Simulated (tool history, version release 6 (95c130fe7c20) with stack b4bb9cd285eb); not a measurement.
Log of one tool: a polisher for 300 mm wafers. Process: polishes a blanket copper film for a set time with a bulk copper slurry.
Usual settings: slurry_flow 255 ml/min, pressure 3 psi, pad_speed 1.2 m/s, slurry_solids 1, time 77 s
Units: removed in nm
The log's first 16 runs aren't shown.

run,day,slurry_flow,pressure,pad_speed,slurry_solids,time,"incoming thickness of the incoming film, nm",removed
17,33.962,255,3,1.2,1,77,3346.8,916.9
18,35.733,320,3,1.08,0.75,64,3341,665.8
# day 36.558: worn pad replaced by a new one
19,36.846,255,2.2,1.4,1,91,3468.8,1021.7
20,39.004,255,2.2,1.2,1.1,77,3382.9,756.3
21,40.408,255,3,1.2,1,77,3379.4,896.3
22,41.879,255,3,1.2,1.2,89,3365.4,1060
# day 44.142: slurry nozzle cleaned
23,44.838,205,3,1.44,1,77,3393,1086.9
# day 45.879: slurry blender recalibrated
24,46.675,255,3,1.2,1,77,3415.7,931.9
25,47.862,255,3,1.2,1.2,89,3359.6,1106.8
# day 48.379: head pressure recalibrated
26,50.85,175,3,1.46,0.75,95,3445.2,1238.1
27,52.1,255,3,1.44,1.25,77,3409.9,1168.9
# day 52.346: worn pad replaced by a new one
28,54.833,255,3,1.2,1,85,3359.4,986.7
29,57.042,255,3,1.2,1,77,3434.8,884.5
# day 58.688: slurry nozzle cleaned
# day 59.062: slurry blender recalibrated
30,59.154,255,3.8,1.2,1.15,57,3349.6,842.5
31,60.9,255,3.8,1.2,1.15,57,3436.3,862.5

3 ways to go on from here, each from the tool as it stands after run 31. What would each give?
A,60.917,255,3,1.2,1,77,3363.5,?
B,60.917,255,3.9,1.44,1,93,3363.5,?
C,60.917,230,2.4,1.2,0.8,77,3363.5,?

run,removed
A,923.8
B,1633.9
C,747.9
Without the tool's hidden state the same runs would have given:
run,removed
A,929.4
B,1643.8
C,753
